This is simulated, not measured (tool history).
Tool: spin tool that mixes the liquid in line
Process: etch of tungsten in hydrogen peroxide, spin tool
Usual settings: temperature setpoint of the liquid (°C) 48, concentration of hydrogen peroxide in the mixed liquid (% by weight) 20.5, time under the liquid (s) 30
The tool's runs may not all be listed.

| run | hour | temperature setpoint of the liquid (°C) | concentration of hydrogen peroxide in the mixed liquid (% by weight) | time under the liquid (s) | wafers since the last listed run | hours since the thermometer was replaced | hours since the peroxide flow meter was replaced | hours since the heated supply line was repaired | hours since the drum of peroxide was connected | hours since the gauge calibration | read-back film thickness of the tungsten reference wafer, read on the same gauge (nm) | thickness taken off the tungsten on a monitor wafer (angstrom) |
|---|---|---|---|---|---|---|---|---|---|---|---|---|
| 1 | 0 | 48 | 20.5 | 15 | 0 | 2073.2 | 1388.9 | 2306.2 | 185.3 | 1291.5 | 90.02 | 174.8 |
| 2 | 75.3 | 48 | 20.5 | 15 | 1250 | 2148.5 | 1464.2 | 2381.5 | 260.6 | 1366.8 | 90.01 | 174.1 |
| 3 | 107.5 | 42 | 20.5 | 20 | 534 | 2180.7 | 1496.4 | 2413.7 | 292.8 | 1399 | 89.99 | 158.7 |
| 4 | 151.6 | 42 | 20.5 | 20 | 732 | 2224.8 | 1540.5 | 2457.8 | 336.9 | 1443.1 | 90.01 | 158.5 |
|  | 165.1 | heated supply line repaired |
|  | 171.1 | new drum of peroxide connected |
| 5 | 177.2 | 48 | 20.5 | 30 | 392 | 2250.4 | 1566.1 | 12.1 | 6.1 | 1468.7 | 90.02 | 350.6 |
| 6 | 203.4 | 48 | 17.5 | 35 | 435 | 2276.6 | 1592.3 | 38.3 | 32.3 | 1494.9 | 90.02 | 377.7 |
| 7 | 230.9 | 48 | 17.5 | 35 | 456 | 2304.1 | 1619.8 | 65.8 | 59.8 | 1522.4 | 89.99 | 370.8 |
| 8 | 287.7 | 48 | 17.5 | 35 | 943 | 2360.9 | 1676.6 | 122.6 | 116.6 | 1579.2 | 89.99 | 377 |
|  | 321.1 | peroxide flow meter replaced |
| 9 | 341.2 | 39 | 20.5 | 15 | 872 | 2414.4 | 20.1 | 176.1 | 170.1 | 1632.7 | 89.98 | 98.2 |
|  | 371.9 | gauge calibrated |
| 10 | 383.2 | 42 | 24 | 45 | 697 | 2456.4 | 62.1 | 218.1 | 212.1 | 11.3 | 90.01 | 383.9 |
| 11 | 447.7 | 48 | 22.5 | 30 | 1071 | 2520.9 | 126.6 | 282.6 | 276.6 | 75.8 | 89.95 | 364.9 |
| 12 | 496.3 | 48 | 22 | 30 | 807 | 2569.5 | 175.2 | 331.2 | 325.2 | 124.4 | 89.97 | 365.7 |
|  | 509.3 | new drum of peroxide connected |
| 13 | 548.7 | 48 | 20.5 | 30 | 853 | 2621.9 | 227.6 | 383.6 | 39.4 | 176.8 | 90.01 | 346.6 |
| 14 | 601.5 | 48 | 20.5 | 30 | 877 | 2674.7 | 280.4 | 436.4 | 92.2 | 229.6 | 89.98 | 350.2 |
| 15 | 657.1 | 53.5 | 20.5 | 15 | 923 | 2730.3 | 336 | 492 | 147.8 | 285.2 | 90.04 | 246.4 |

The next listed run, before its measurement:
| 16 | 698 | 44.5 | 20.5 | 30 | 679 | 2771.2 | 376.9 | 532.9 | 188.7 | 326.1 | ? | ? |

{"run 16": {"read-back film thickness of the tungsten reference wafer, read on the same gauge (nm)": 89.97, "thickness taken off the tungsten on a monitor wafer (angstrom)": 278.3}}
Without the tool's hidden state the same run would have given thickness taken off the tungsten on a monitor wafer (angstrom) 278.3.

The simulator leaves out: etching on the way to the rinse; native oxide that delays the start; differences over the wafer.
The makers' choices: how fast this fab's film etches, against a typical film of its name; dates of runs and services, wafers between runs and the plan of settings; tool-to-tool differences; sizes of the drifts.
